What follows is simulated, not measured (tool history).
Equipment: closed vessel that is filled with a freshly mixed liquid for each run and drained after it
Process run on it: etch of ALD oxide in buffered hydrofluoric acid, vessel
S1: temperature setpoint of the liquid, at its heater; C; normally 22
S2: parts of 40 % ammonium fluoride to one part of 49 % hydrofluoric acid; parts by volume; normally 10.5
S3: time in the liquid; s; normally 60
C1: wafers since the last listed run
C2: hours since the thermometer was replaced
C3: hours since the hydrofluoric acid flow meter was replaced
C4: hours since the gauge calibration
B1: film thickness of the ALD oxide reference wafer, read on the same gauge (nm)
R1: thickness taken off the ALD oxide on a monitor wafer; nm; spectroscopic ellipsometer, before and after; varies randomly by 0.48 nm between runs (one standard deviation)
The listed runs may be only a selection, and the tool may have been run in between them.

{"run": 1, "hour": 0.0, "S1": 22, "S2": 10.5, "S3": 90, "C1": 0, "C2": 921.5, "C3": 1586.1, "C4": 333.6, "B1": 60.03, "R1": 96.67}
{"run": 2, "hour": 11.9, "S1": 22, "S2": 10.5, "S3": 90, "C1": 965, "C2": 933.4, "C3": 1598, "C4": 345.5, "B1": 59.97, "R1": 96.68}
{"run": 3, "hour": 29.0, "S1": 22, "S2": 12.5, "S3": 80, "C1": 1387, "C2": 950.5, "C3": 1615.1, "C4": 362.6, "B1": 60.01, "R1": 71.54}
{"run": 4, "hour": 45.6, "S1": 22, "S2": 12.5, "S3": 80, "C1": 1346, "C2": 967.1, "C3": 1631.7, "C4": 379.2, "B1": 59.99, "R1": 71.56}
{"run": 5, "hour": 54.7, "S1": 22, "S2": 12.5, "S3": 80, "C1": 738, "C2": 976.2, "C3": 1640.8, "C4": 388.3, "B1": 59.96, "R1": 71.27}
{"run": 6, "hour": 60.8, "S1": 22, "S2": 10.5, "S3": 60, "C1": 494, "C2": 982.3, "C3": 1646.9, "C4": 394.4, "B1": 59.99, "R1": 63.44}
{"run": 7, "hour": 76.1, "S1": 22, "S2": 10.5, "S3": 60, "C1": 1241, "C2": 997.6, "C3": 1662.2, "C4": 409.7, "B1": 60.02, "R1": 64.02}
{"run": 8, "hour": 88.0, "S1": 22, "S2": 10.5, "S3": 60, "C1": 965, "C2": 1009.5, "C3": 1674.1, "C4": 421.6, "B1": 59.99, "R1": 63.24}
{"hour": 101.8, "done": "thermometer replaced"}
{"hour": 108.9, "done": "hydrofluoric acid flow meter replaced"}
{"hour": 131.8, "done": "gauge calibrated"}
{"run": 9, "hour": 139.7, "S1": 22, "S2": 10.5, "S3": 60, "C1": 4031, "C2": 37.9, "C3": 30.8, "C4": 7.9, "B1": 59.94, "R1": 79.68}
{"run": 10, "hour": 155.2, "S1": 22, "S2": 10.5, "S3": 60, "C1": 1257, "C2": 53.4, "C3": 46.3, "C4": 23.4, "B1": 59.98, "R1": 78.63}
{"run": 11, "hour": 166.9, "S1": 22, "S2": 10.5, "S3": 60, "C1": 949, "C2": 65.1, "C3": 58, "C4": 35.1, "B1": 60, "R1": 78.62}
{"run": 12, "hour": 176.8, "S1": 22, "S2": 13.5, "S3": 60, "C1": 803, "C2": 75, "C3": 67.9, "C4": 45, "B1": 60, "R1": 61.37}
{"run": 13, "hour": 182.8, "S1": 22, "S2": 13.5, "S3": 60, "C1": 486, "C2": 81, "C3": 73.9, "C4": 51, "B1": 59.99, "R1": 61.6}
{"run": 14, "hour": 195.0, "S1": 22, "S2": 10.5, "S3": 60, "C1": 989, "C2": 93.2, "C3": 86.1, "C4": 63.2, "B1": 59.95, "R1": 78.48}
{"run": 15, "hour": 207.5, "S1": 25.5, "S2": 9, "S3": 95, "C1": 1013, "C2": 105.7, "C3": 98.6, "C4": 75.7, "B1": 60.01, "R1": 168.57}
{"run": 16, "hour": 222.9, "S1": 18, "S2": 10.5, "S3": 30, "C1": 1249, "C2": 121.1, "C3": 114, "C4": 91.1, "B1": 59.99, "R1": 31.06}
{"run": 17, "hour": 240.8, "S1": 23.5, "S2": 13.5, "S3": 80, "C1": 1451, "C2": 139, "C3": 131.9, "C4": 109, "B1": 59.99, "R1": 88.57}
{"run": 18, "hour": 250.0, "S1": 18.5, "S2": 7, "S3": 90, "C1": 746, "C2": 148.2, "C3": 141.1, "C4": 118.2, "B1": 60.05, "R1": 141.43}
{"run": 19, "hour": 262.4, "S1": 22, "S2": 13.5, "S3": 60, "C1": 1005, "C2": 160.6, "C3": 153.5, "C4": 130.6, "B1": 60, "R1": 60.65}

Forecast run 20:
{"run": 20, "hour": 270.2, "S1": 17, "S2": 6.5, "S3": 60, "C1": 632, "C2": 168.4, "C3": 161.3, "C4": 138.4, "B1": "?", "R1": "?"}

{"run 20": {"B1": 60.04, "R1": 91.61}}
With the hidden condition absent and the run-to-run variation left alone, this run would have shown R1 95.03 nm.
